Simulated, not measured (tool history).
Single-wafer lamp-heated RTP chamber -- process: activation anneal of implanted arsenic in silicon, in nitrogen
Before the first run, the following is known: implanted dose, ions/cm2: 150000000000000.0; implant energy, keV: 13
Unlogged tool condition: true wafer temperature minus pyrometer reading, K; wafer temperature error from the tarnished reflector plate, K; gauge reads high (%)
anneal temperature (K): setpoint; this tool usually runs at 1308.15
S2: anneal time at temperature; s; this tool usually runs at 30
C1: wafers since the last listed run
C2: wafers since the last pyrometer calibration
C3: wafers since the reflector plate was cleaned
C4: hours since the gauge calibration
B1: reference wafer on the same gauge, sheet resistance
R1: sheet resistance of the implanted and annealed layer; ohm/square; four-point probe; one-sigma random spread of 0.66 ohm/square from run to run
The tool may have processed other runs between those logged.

run 1 hour=0 | anneal_temperature_(K)=1308.15 S2=30 | C1=0 C2=6132 C3=9559 C4=1496.4 | B1=499.78 | R1=439.91
-- hour=18.3 pyrometer window cleaned and pyrometer calibrated
run 2 hour=50 | anneal_temperature_(K)=1314.15 S2=20 | C1=539 C2=407 C3=10099 C4=1546.4 | B1=499.94 | R1=442.68
run 3 hour=98.8 | anneal_temperature_(K)=1314.15 S2=20 | C1=626 C2=1033 C3=10725 C4=1595.2 | B1=500.15 | R1=442.56
-- hour=137.9 reflector plate cleaned
run 4 hour=145.6 | anneal_temperature_(K)=1308.15 S2=34 | C1=498 C2=1531 C3=99 C4=1642 | B1=500 | R1=439.91
run 5 hour=206.5 | anneal_temperature_(K)=1308.15 S2=34 | C1=781 C2=2313 C3=881 C4=1702.9 | B1=499.9 | R1=440.37
run 6 hour=240.7 | anneal_temperature_(K)=1308.15 S2=34 | C1=439 C2=2752 C3=1320 C4=1737.1 | B1=499.93 | R1=439.46
run 7 hour=268.9 | anneal_temperature_(K)=1299.15 S2=40 | C1=362 C2=3115 C3=1682 C4=1765.3 | B1=500.01 | R1=440.31
run 8 hour=300.2 | anneal_temperature_(K)=1308.15 S2=30 | C1=401 C2=3516 C3=2084 C4=1796.6 | B1=500.02 | R1=440.66
run 9 hour=331.1 | anneal_temperature_(K)=1308.15 S2=30 | C1=396 C2=3913 C3=2480 C4=1827.5 | B1=499.93 | R1=441.89
run 10 hour=398 | anneal_temperature_(K)=1308.15 S2=30 | C1=858 C2=4772 C3=3339 C4=1894.4 | B1=500.05 | R1=441.17
run 11 hour=426.7 | anneal_temperature_(K)=1308.15 S2=30 | C1=368 C2=5141 C3=3708 C4=1923.1 | B1=499.79 | R1=439.62
run 12 hour=469 | anneal_temperature_(K)=1300.15 S2=21 | C1=543 C2=5684 C3=4251 C4=1965.4 | B1=500.06 | R1=444.29
-- hour=486.4 pyrometer window cleaned and pyrometer calibrated
run 13 hour=503.4 | anneal_temperature_(K)=1300.15 S2=21 | C1=338 C2=218 C3=4590 C4=1999.8 | B1=499.95 | R1=445.01
run 14 hour=533.3 | anneal_temperature_(K)=1308.15 S2=42 | C1=383 C2=602 C3=4974 C4=2029.7 | B1=500.04 | R1=435.69
run 15 hour=577 | anneal_temperature_(K)=1308.15 S2=30 | C1=561 C2=1163 C3=5535 C4=2073.4 | B1=499.82 | R1=440.4
run 16 hour=644.7 | anneal_temperature_(K)=1300.15 S2=21 | C1=869 C2=2032 C3=6404 C4=2141.1 | B1=499.98 | R1=445.75
run 17 hour=674.6 | anneal_temperature_(K)=1308.15 S2=21 | C1=383 C2=2416 C3=6788 C4=2171 | B1=499.97 | R1=443.56
run 18 hour=708.9 | anneal_temperature_(K)=1308.15 S2=30 | C1=440 C2=2857 C3=7228 C4=2205.3 | B1=499.93 | R1=440.19
run 19 hour=735.6 | anneal_temperature_(K)=1294.15 S2=17 | C1=342 C2=3199 C3=7571 C4=2232 | B1=499.97 | R1=448.25
run 20 hour=796.5 | anneal_temperature_(K)=1308.15 S2=30 | C1=781 C2=3981 C3=8353 C4=2292.9 | B1=499.98 | R1=439.14
run 21 hour=828.3 | anneal_temperature_(K)=1308.15 S2=44 | C1=408 C2=4390 C3=8761 C4=2324.7 | B1=499.79 | R1=435.17
run 22 hour=863.1 | anneal_temperature_(K)=1329.15 S2=37 | C1=446 C2=4836 C3=9208 C4=2359.5 | B1=500.09 | R1=429.48
-- hour=957.4 pyrometer window cleaned and pyrometer calibrated
run 23 hour=980.1 | anneal_temperature_(K)=1333.15 S2=30 | C1=1399 C2=291 C3=10608 C4=2476.5 | B1=499.99 | R1=430.81
-- hour=1038.1 reflector plate cleaned
run 24 hour=1049.7 | anneal_temperature_(K)=1326.15 S2=48 | C1=790 C2=1082 C3=149 C4=2546.1 | B1=500.05 | R1=429.6
-- hour=1111.8 gauge calibrated
run 25 hour=1120.8 | anneal_temperature_(K)=1337.15 S2=44 | C1=912 C2=1995 C3=1062 C4=9 | B1=500.05 | R1=424.65
run 26 hour=1182.9 | anneal_temperature_(K)=1298.15 S2=42 | C1=797 C2=2792 C3=1859 C4=71.1 | B1=500 | R1=440.47
run 27 hour=1254.4 | anneal_temperature_(K)=1308.15 S2=30 | C1=918 C2=3710 C3=2777 C4=142.6 | B1=499.96 | R1=441.24

Estimate the outcome of run 28 from the log above:
run 28 hour=1325 | anneal_temperature_(K)=1333.15 S2=16 | C1=906 C2=4617 C3=3684 C4=213.2 | B1=? | R1=?

B1: 499.92
R1: 441.78 ohm/square
With no hidden state in the tool, this same run would have given R1 443.23 ohm/square.

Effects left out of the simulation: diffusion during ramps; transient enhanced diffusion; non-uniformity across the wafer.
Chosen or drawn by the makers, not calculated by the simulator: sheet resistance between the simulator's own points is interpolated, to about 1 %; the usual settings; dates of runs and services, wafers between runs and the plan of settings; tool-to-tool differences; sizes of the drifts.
